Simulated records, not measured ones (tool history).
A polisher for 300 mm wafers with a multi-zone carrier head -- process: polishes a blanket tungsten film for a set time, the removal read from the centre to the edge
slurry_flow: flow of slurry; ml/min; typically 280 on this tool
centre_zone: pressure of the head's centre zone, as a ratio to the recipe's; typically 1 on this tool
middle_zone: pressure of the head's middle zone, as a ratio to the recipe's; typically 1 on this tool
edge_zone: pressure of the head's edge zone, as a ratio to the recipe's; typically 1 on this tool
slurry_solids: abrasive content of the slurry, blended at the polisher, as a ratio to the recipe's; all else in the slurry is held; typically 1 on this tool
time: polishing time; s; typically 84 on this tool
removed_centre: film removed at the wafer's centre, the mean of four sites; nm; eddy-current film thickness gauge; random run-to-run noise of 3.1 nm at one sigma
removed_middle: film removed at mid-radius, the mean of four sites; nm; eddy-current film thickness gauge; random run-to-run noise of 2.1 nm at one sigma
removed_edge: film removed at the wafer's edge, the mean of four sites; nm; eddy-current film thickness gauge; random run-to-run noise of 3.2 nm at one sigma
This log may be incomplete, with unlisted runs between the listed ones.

run     day  slurry_flow  centre_zone  middle_zone  edge_zone  slurry_solids  time  incoming thickness of the incoming film, nm  removed_centre  removed_middle  removed_edge
  1       0          280            1         0.93          1              1   103                                       1344.3           262.4             242         250.4
  2   0.433          280         1.08            1       1.11            1.2    75                                       1296.8           215.7           203.3         216.6
  3   0.996          280            1         1.04          1           0.75   111                                       1321.7           245.5           256.6         242.6
  4   1.492          360         0.89         1.09          1           1.25    84                                       1331.9           203.6           251.1         239.3
  5   1.804          280         0.94            1          1              1    95                                       1321.1           225.1           234.8           235
  6   2.442          345            1          0.9          1              1   104                                       1294.9           253.3             240         251.8
  7   3.017          340         1.09         1.11          1           1.15    84                                       1347.4           238.1           240.9           217
  8   3.321          320         0.94            1       1.11              1    66                                       1295.2           153.4           163.1         173.9
  9    3.95          280            1            1          1              1    84                                       1319.6           201.4           199.4         199.5
 10   4.229          310            1         1.11          1           0.85    84                                       1326.8           187.6           204.9         186.6
 11   4.933          280         0.93            1          1           0.75    84                                       1322.8             174           188.5         183.3
 12   5.304          320         0.94            1       1.11              1    66                                       1304.7           155.7           171.8         176.5
 13   5.912          195            1         1.11          1            0.8    84                                       1341.3           181.8           203.6         187.7
 14   6.433          330            1            1          1              1    84                                       1326.1           211.7           214.5         211.1
 15   7.079          195            1            1          1              1   102                                       1307.3           240.2           246.5         237.8
 16   8.396          360            1            1       1.04            1.2    84                                       1310.2           217.5           221.4         222.8
 17   8.812          280            1            1          1              1   112                                       1295.3           269.5           273.3           265
 18   9.179          280         1.03         1.06          1              1    84                                       1335.8           201.6           208.6         195.5
 19    9.55          280            1            1          1              1    68                                       1309.1           158.3           157.4         158.5
 20   10.25          195            1         1.06       0.95              1    61                                       1293.2           131.1           140.2         129.4
 21  10.817          280            1         0.94          1              1    76                                         1303           192.8           181.2         190.1
 22  11.238          280            1            1       0.91              1    75                                       1292.5           186.2           189.5         177.2

Removed from this log: 5 entries logged between the listed runs. Between which two listed runs does each belong, and how does the tool's hidden state at the listed run before it compare with that at the listed run after it?
In the gap between runs 8 and 9: centre zone pressure recalibrated (day 3.588); carrier head's membrane replaced by a new one (day 3.875)
  removal rate lost through wear of the pad, %: 4.25 -> 5.88
  measured result minus the result with no hidden state, removed_centre: -6.8 -> -12.6 nm; removed_middle: -7.3 -> -12.5 nm; removed_edge: -7.7 -> -12.5 nm
In the gap between runs 9 and 10: edge zone pressure recalibrated (day 4.092)
  removal rate lost through wear of the pad, %: 5.88 -> 6.7
  measured result minus the result with no hidden state, removed_centre: -12.6 -> -13.5 nm; removed_middle: -12.5 -> -14.7 nm; removed_edge: -12.5 -> -13.4 nm
In the gap between runs 10 and 11: worn pad replaced by a new one (day 4.912)
  removal rate lost through wear of the pad, %: 6.7 -> 0.76
  measured result minus the result with no hidden state, removed_centre: -13.5 -> -1.3 nm; removed_middle: -14.7 -> -1.4 nm; removed_edge: -13.4 -> -1.4 nm
In the gap between runs 20 and 21: worn pad replaced by a new one (day 10.554)
  removal rate lost through wear of the pad, %: 10.7 -> 1.17
  measured result minus the result with no hidden state, removed_centre: -15.7 -> -2.3 nm; removed_middle: -16.9 -> -2.1 nm; removed_edge: -15.6 -> -2.3 nm

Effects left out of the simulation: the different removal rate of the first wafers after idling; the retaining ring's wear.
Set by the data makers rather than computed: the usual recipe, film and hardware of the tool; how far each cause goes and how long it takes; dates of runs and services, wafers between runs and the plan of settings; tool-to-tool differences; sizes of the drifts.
